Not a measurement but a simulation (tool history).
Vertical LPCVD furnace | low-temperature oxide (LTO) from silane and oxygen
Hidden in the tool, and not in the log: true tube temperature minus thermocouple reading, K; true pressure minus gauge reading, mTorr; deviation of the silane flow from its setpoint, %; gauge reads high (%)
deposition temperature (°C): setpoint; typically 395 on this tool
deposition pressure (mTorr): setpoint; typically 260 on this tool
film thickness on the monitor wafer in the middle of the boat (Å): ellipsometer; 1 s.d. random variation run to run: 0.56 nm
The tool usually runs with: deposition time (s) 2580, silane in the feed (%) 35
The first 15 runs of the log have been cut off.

| run | day | deposition temperature (°C) | deposition pressure (mTorr) | deposition time (s) | silane in the feed (%) | wafers since the last listed run | hours since the last temperature calibration | hours since the pressure gauge was zeroed | hours since the silane flow controller was replaced | hours since the gauge calibration | read-back reference wafer on the same gauge, thickness | film thickness on the monitor wafer in the middle of the boat (Å) |
|---|---|---|---|---|---|---|---|---|---|---|---|---|
| 16 | 9.842 | 401 | 295 | 2580 | 37 | 157 | 50.6 | 3326.7 | 69.5 | 232.0 | 355.99 | 4986.7 |
| 17 | 10.304 | 401 | 225 | 2130 | 33 | 160 | 61.7 | 3337.8 | 80.6 | 243.1 | 355.81 | 2691.2 |
|  | 11.604 | thermocouples replaced and temperature profile calibrated, repeated, since the last time left the tool worse |
| 18 | 11.625 | 383 | 220 | 2580 | 37 | 111 | 0.5 | 3369.5 | 112.3 | 274.8 | 355.96 | 2838.6 |
| 19 | 11.846 | 405 | 260 | 2580 | 37 | 76 | 5.8 | 3374.8 | 117.6 | 280.1 | 355.96 | 4342.0 |
|  | 13.142 | gauge calibrated |
|  | 13.246 | pressure gauge zeroed |
| 20 | 13.267 | 406 | 260 | 2580 | 40 | 145 | 39.9 | 0.5 | 151.7 | 3.0 | 356.04 | 4816.7 |
| 21 | 13.488 | 395 | 260 | 3150 | 35 | 76 | 45.2 | 5.8 | 157.0 | 8.3 | 355.87 | 4399.9 |
| 22 | 13.867 | 404 | 260 | 2580 | 35 | 131 | 54.3 | 14.9 | 166.1 | 17.4 | 355.96 | 3997.9 |
| 23 | 14.700 | 395 | 260 | 2580 | 41 | 288 | 74.3 | 34.9 | 186.1 | 37.4 | 356.00 | 4415.0 |
| 24 | 15.304 | 395 | 260 | 2580 | 35 | 209 | 88.8 | 49.4 | 200.6 | 51.9 | 356.06 | 3601.1 |
| 25 | 16.246 | 395 | 260 | 2580 | 35 | 326 | 111.4 | 72.0 | 223.2 | 74.5 | 356.13 | 3592.2 |
| 26 | 16.908 | 384 | 310 | 2880 | 29 | 229 | 127.3 | 87.9 | 239.1 | 90.4 | 356.05 | 3201.5 |
| 27 | 17.829 | 391 | 275 | 3450 | 37 | 319 | 149.4 | 110.0 | 261.2 | 112.5 | 355.93 | 5261.5 |
| 28 | 18.229 | 395 | 315 | 2580 | 35 | 138 | 159.0 | 119.6 | 270.8 | 122.1 | 355.94 | 4377.0 |
| 29 | 19.021 | 390 | 225 | 2250 | 39 | 274 | 178.0 | 138.6 | 289.8 | 141.1 | 356.20 | 2962.5 |
| 30 | 19.850 | 387 | 260 | 3090 | 35 | 287 | 197.9 | 158.5 | 309.7 | 161.0 | 356.08 | 3933.1 |
| 31 | 20.779 | 391 | 260 | 2250 | 37 | 321 | 220.2 | 180.8 | 332.0 | 183.3 | 355.89 | 3243.7 |
| 32 | 21.275 | 395 | 260 | 2940 | 35 | 171 | 232.1 | 192.7 | 343.9 | 195.2 | 356.05 | 4122.8 |

Here are 3 independent what-if runs from the current tool condition. What would each one return?
| A | 21.500 | 395 | 260 | 3510 | 35 | 77 | 237.5 | 198.1 | 349.3 | 200.6 | ? | ? |
| B | 21.500 | 395 | 290 | 3090 | 39 | 77 | 237.5 | 198.1 | 349.3 | 200.6 | ? | ? |
| C | 21.500 | 387 | 260 | 2070 | 30 | 77 | 237.5 | 198.1 | 349.3 | 200.6 | ? | ? |

| run | read-back reference wafer on the same gauge, thickness | film thickness on the monitor wafer in the middle of the boat (Å) |
|---|---|---|
| A | 355.95 | 4911.9 |
| B | 355.95 | 5548.5 |
| C | 355.95 | 2111.0 |
With no hidden state in the tool, these same runs would have given:
| run | film thickness on the monitor wafer in the middle of the boat (Å) |
|---|---|
| A | 4880.4 |
| B | 5513.9 |
| C | 2096.5 |
